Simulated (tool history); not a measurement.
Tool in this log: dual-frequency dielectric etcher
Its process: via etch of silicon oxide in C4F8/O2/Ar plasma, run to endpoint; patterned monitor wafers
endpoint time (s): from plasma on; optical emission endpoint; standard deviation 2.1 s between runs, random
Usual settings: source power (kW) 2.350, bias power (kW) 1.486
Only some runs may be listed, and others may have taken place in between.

| run | day | source power (kW) | bias power (kW) | incoming incoming film thickness, nm | endpoint time (s) |
|---|---|---|---|---|---|
| 1 | 0.000 | 2.350 | 1.306 | 1534.0 | 338.4 |
| 2 | 0.475 | 2.350 | 1.306 | 1539.7 | 340.4 |
| 3 | 1.146 | 2.350 | 1.486 | 1538.9 | 329.0 |
| 4 | 1.838 | 1.990 | 1.486 | 1549.1 | 361.2 |
| 5 | 2.375 | 1.990 | 1.486 | 1548.1 | 359.4 |
| 6 | 2.917 | 2.350 | 1.486 | 1546.9 | 333.7 |
|  | 4.229 | wet clean of the chamber |
| 7 | 4.250 | 2.350 | 1.486 | 1546.2 | 318.2 |
| 8 | 4.267 | 2.350 | 1.486 | 1566.9 | 323.4 |
| 9 | 4.458 | 2.350 | 1.486 | 1540.1 | 318.6 |
| 10 | 4.917 | 2.350 | 1.486 | 1528.8 | 317.2 |
| 11 | 5.346 | 2.350 | 1.486 | 1544.5 | 318.2 |
| 12 | 5.779 | 2.350 | 1.486 | 1538.8 | 317.9 |
| 13 | 6.288 | 2.540 | 1.706 | 1548.0 | 299.9 |
| 14 | 6.696 | 2.350 | 1.486 | 1543.3 | 322.0 |
| 15 | 7.417 | 2.560 | 1.170 | 1544.6 | 324.8 |
| 16 | 7.679 | 2.350 | 1.486 | 1546.0 | 321.7 |
|  | 8.938 | upper electrode replaced |
|  | 9.017 | bias power generator calibrated |
| 17 | 9.038 | 2.350 | 1.486 | 1544.3 | 323.6 |
| 18 | 9.079 | 2.870 | 1.120 | 1564.8 | 316.8 |
| 19 | 9.512 | 2.020 | 1.265 | 1542.5 | 363.6 |
| 20 | 9.779 | 2.690 | 1.800 | 1545.5 | 288.7 |
|  | 10.042 | source power generator calibrated |
| 21 | 10.338 | 2.350 | 1.486 | 1543.7 | 324.4 |
| 22 | 10.775 | 2.350 | 1.641 | 1537.8 | 314.2 |
| 23 | 11.096 | 2.500 | 1.486 | 1551.9 | 315.0 |
| 24 | 11.650 | 2.180 | 1.596 | 1546.8 | 332.0 |
| 25 | 12.100 | 2.350 | 1.146 | 1547.0 | 350.5 |
| 26 | 12.404 | 2.740 | 1.258 | 1539.5 | 314.2 |
| 27 | 12.979 | 2.350 | 1.486 | 1543.1 | 326.1 |
| 28 | 13.233 | 2.900 | 1.486 | 1547.7 | 296.8 |

Measured minus without-hidden-state, run by run (identical run-to-run variation in each term; gauge scatter may differ):
Hidden conditions of the tool in this case: etch rate over this chamber's usual, %; source power that arrives over what is set, %; bias power that arrives over what is set, %.
| run | endpoint time (s) |
|---|---|
| 1 | +14.4 |
| 2 | +14.9 |
| 3 | +15.0 |
| 4 | +17.0 |
| 5 | +17.4 |
| 6 | +16.6 |
| 7 | +2.1 |
| 8 | +2.2 |
| 9 | +2.3 |
| 10 | +2.6 |
| 11 | +3.0 |
| 12 | +3.3 |
| 13 | +3.5 |
| 14 | +4.1 |
| 15 | +4.7 |
| 16 | +4.8 |
| 17 | +6.0 |
| 18 | +5.9 |
| 19 | +7.2 |
| 20 | +5.8 |
| 21 | +7.0 |
| 22 | +7.1 |
| 23 | +7.4 |
| 24 | +8.2 |
| 25 | +9.1 |
| 26 | +8.3 |
| 27 | +9.2 |
| 28 | +8.5 |
